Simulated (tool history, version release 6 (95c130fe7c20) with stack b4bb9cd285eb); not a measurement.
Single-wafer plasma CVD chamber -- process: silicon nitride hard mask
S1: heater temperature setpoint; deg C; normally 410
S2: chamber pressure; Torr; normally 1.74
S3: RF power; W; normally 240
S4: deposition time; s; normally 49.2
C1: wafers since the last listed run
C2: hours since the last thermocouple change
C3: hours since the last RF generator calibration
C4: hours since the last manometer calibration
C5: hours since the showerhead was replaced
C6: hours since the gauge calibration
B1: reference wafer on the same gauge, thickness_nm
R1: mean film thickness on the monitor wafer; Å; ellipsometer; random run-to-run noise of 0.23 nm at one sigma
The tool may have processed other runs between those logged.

run,hour,S1,S2,S3,S4,C1,C2,C3,C4,C5,C6,B1,R1
1,0.0,410,1.74,240,49.2,0,1755.4,588.9,2157.1,3588.3,293.2,55.142,490.74
# hour 2.5: gauge calibrated
2,25.4,410,1.74,240,49.2,414,1780.8,614.3,2182.5,3613.7,22.9,55.185,492.12
3,40.4,410,1.74,225,49.2,245,1795.8,629.3,2197.5,3628.7,37.9,55.174,470.43
4,66.1,410,1.74,225,49.2,419,1821.5,655.0,2223.2,3654.4,63.6,55.191,468.13
5,89.3,410,1.74,225,49.2,378,1844.7,678.2,2246.4,3677.6,86.8,55.173,464.53
6,116.5,410,1.74,240,49.2,444,1871.9,705.4,2273.6,3704.8,114.0,55.249,497.26
7,137.1,410,1.74,240,49.2,336,1892.5,726.0,2294.2,3725.4,134.6,55.152,497.81
# hour 193.0: showerhead replaced
# hour 231.8: RF generator calibrated
8,234.3,418,1.74,195,49.2,1326,1989.7,2.5,2391.4,41.3,231.8,55.227,407.60
# hour 253.5: thermocouple changed; heater temperature recalibrated
9,254.2,399,1.74,240,45.7,194,0.7,22.4,2411.3,61.2,251.7,55.254,465.12
# hour 277.6: capacitance manometer re-zeroed and calibrated
10,279.2,418,1.74,195,49.2,277,25.7,47.4,1.6,86.2,276.7,55.270,411.08
# hour 311.8: gauge calibrated
11,314.9,404,2.14,225,49.2,583,61.4,83.1,37.3,121.9,3.1,55.168,497.98
12,339.1,410,2.06,225,49.2,395,85.6,107.3,61.5,146.1,27.3,55.199,490.06
13,365.4,404,1.74,240,49.2,429,111.9,133.6,87.8,172.4,53.6,55.188,495.43

For run 14, what comes out?
14,400.3,397,2.05,240,49.2,570,146.8,168.5,122.7,207.3,88.5,?,?

B1: 55.171
R1: 524.13 Å
The same run, on a tool lacking any hidden state, would have yielded R1 524.13 Å.
